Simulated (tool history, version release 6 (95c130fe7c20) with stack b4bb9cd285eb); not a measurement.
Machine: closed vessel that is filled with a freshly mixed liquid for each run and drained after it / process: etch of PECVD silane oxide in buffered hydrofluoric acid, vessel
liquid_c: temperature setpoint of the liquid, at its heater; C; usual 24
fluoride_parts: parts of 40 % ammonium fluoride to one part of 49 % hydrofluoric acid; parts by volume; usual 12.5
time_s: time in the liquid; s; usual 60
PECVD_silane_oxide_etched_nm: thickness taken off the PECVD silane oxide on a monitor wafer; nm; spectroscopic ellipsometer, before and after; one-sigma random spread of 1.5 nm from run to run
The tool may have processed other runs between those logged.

run	day	liquid_c	fluoride_parts	time_s	wafers since the last listed run	hours since the thermometer was replaced	hours since the hydrofluoric acid flow meter was replaced	hours since the gauge calibration	read-back film thickness of the PECVD silane oxide reference wafer, read on the same gauge (nm)	PECVD_silane_oxide_etched_nm
1	0	24	12.5	60	0	2351.9	390.1	520.3	119.98	231.19
2	1.575	24	12.5	60	2417	2389.7	427.9	558.1	119.97	230.16
3	3.512	24	12.5	60	2974	2436.2	474.4	604.6	120.03	230.82
4	6.146	21	14	60	4042	2499.4	537.6	667.8	120	179.15
5	7.946	21	14	60	2763	2542.6	580.8	711	120.01	179.08
6	11.712	24	15.5	50	5782	2633	671.2	801.4	120.02	160.75
# day 12.925: thermometer replaced
7	13.875	24	15.5	50	3255	22.8	723.1	853.3	119.99	136.92
# day 14.475: gauge calibrated
8	16.329	24	12.5	90	3767	81.7	782	44.5	119.97	304.84
9	20.225	26	12.5	60	5980	175.2	875.5	138	120.02	228.29
10	22.033	24	12.5	60	2776	218.6	918.9	181.4	120.02	205.66
# day 22.342: hydrofluoric acid flow meter replaced
11	26.404	24	12.5	75	6645	323.5	97.5	286.3	119.99	256.56
12	28.1	27.5	12.5	60	2603	364.2	138.2	327	120	250.81
13	31.121	24	14	75	4637	436.7	210.7	399.5	119.96	234.69
14	32.888	27	9.5	60	2712	479.1	253.1	441.9	120.02	315.53

5 ways to go on from here, each from the tool as it stands after run 14. What would each give?
A	32.917	24	12.5	60	44	479.8	253.8	442.6	?	?
B	32.917	22	12.5	45	44	479.8	253.8	442.6	?	?
C	32.917	24	11	60	44	479.8	253.8	442.6	?	?
D	32.917	19.5	17.5	50	44	479.8	253.8	442.6	?	?
E	32.917	24	9.5	85	44	479.8	253.8	442.6	?	?

run	read-back film thickness of the PECVD silane oxide reference wafer, read on the same gauge (nm)	PECVD_silane_oxide_etched_nm
A	120.03	210.03
B	120.03	141.19
C	120.03	237.95
D	120.03	98.07
E	120.03	382.01
Stripped of hidden state, with their random variation kept, the same runs would have yielded:
run	PECVD_silane_oxide_etched_nm
A	203.94
B	137.04
C	231.06
D	95.14
E	370.95
